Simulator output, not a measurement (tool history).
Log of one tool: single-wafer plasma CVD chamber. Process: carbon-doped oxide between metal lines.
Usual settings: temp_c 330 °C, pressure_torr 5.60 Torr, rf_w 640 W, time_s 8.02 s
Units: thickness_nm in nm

run    hour  temp_c  pressure_torr  rf_w  time_s  wafers since the last listed run  hours since the last thermocouple change  hours since the last RF generator calibration  hours since the last manometer calibration  hours since the showerhead was replaced  hours since the gauge calibration  read-back reference wafer on the same gauge, thickness_nm  thickness_nm
  1     0.0     330           5.60   640    8.02                                 0                                    2214.5                                         2107.7                                       826.8                                   6057.4                              960.6                                                     55.393        50.297
  2    65.8     330           5.60   640    8.02                              1440                                    2280.3                                         2173.5                                       892.6                                   6123.2                             1026.4                                                     55.397        50.097
  3   124.1     322           5.60   640    8.02                              1275                                    2338.6                                         2231.8                                       950.9                                   6181.5                             1084.7                                                     55.437        52.127
  4   151.3     322           5.60   640    8.02                               595                                    2365.8                                         2259.0                                       978.1                                   6208.7                             1111.9                                                     55.359        51.791
  5   190.8     322           5.60   640    8.02                               864                                    2405.3                                         2298.5                                      1017.6                                   6248.2                             1151.4                                                     55.452        51.725
  6   240.2     330           5.60   730    8.02                              1081                                    2454.7                                         2347.9                                      1067.0                                   6297.6                             1200.8                                                     55.397        53.642
  7   311.2     330           5.60   730    8.02                              1553                                    2525.7                                         2418.9                                      1138.0                                   6368.6                             1271.8                                                     55.405        53.548
  8   357.8     330           5.60   730    8.02                              1019                                    2572.3                                         2465.5                                      1184.6                                   6415.2                             1318.4                                                     55.408        53.370
  9   422.8     330           5.60   640    6.77                              1422                                    2637.3                                         2530.5                                      1249.6                                   6480.2                             1383.4                                                     55.395        42.405
 10   487.7     330           5.60   640    6.77                              1420                                    2702.2                                         2595.4                                      1314.5                                   6545.1                             1448.3                                                     55.437        42.287
      513.4  -- thermocouple changed; heater temperature recalibrated
 11   531.3     330           5.60   640    8.02                               779                                      17.9                                         2639.0                                      1358.1                                   6588.7                             1491.9                                                     55.377        49.857
 12   585.5     330           5.60   640    8.02                              1186                                      72.1                                         2693.2                                      1412.3                                   6642.9                             1546.1                                                     55.399        49.641
 13   632.6     318           5.60   640    7.24                              1030                                     119.2                                         2740.3                                      1459.4                                   6690.0                             1593.2                                                     55.385        47.285
      674.1  -- RF generator calibrated
 14   699.5     330           4.38   640    8.02                              1289                                     186.1                                           25.4                                      1526.3                                   6756.9                             1660.1                                                     55.437        51.016
      719.2  -- gauge calibrated
 15   745.6     338           5.60   640    6.87                              1008                                     232.2                                           71.5                                      1572.4                                   6803.0                               26.4                                                     55.405        43.534
 16   798.7     330           5.07   640    8.02                              1162                                     285.3                                          124.6                                      1625.5                                   6856.1                               79.5                                                     55.380        51.671
 17   843.4     316           4.51   700    6.86                               978                                     330.0                                          169.3                                      1670.2                                   6900.8                              124.2                                                     55.431        48.264
 18   898.7     341           4.56   735    6.42                              1210                                     385.3                                          224.6                                      1725.5                                   6956.1                              179.5                                                     55.441        42.130
 19   955.9     322           5.60   640    8.02                              1251                                     442.5                                          281.8                                      1782.7                                   7013.3                              236.7                                                     55.403        53.865
 20   995.0     330           5.60   640    8.02                               855                                     481.6                                          320.9                                      1821.8                                   7052.4                              275.8                                                     55.421        52.182
     1040.6  -- capacitance manometer re-zeroed and calibrated
 21  1043.3     344           6.38   640    8.02                               882                                     529.9                                          369.2                                         2.7                                   7100.7                              324.1                                                     55.366        50.422

Run 22 comes next. What will it give?
     1083.4  -- showerhead replaced
 22  1088.1     340           6.54   640    8.02                               805                                     574.7                                          414.0                                        47.5                                      4.7                              368.9                                                          ?             ?

{"run 22": {"read-back reference wafer on the same gauge, thickness_nm": 55.408, "thickness_nm": 51.184}}
Without the tool's hidden state the same run would have given thickness_nm 51.554 nm.
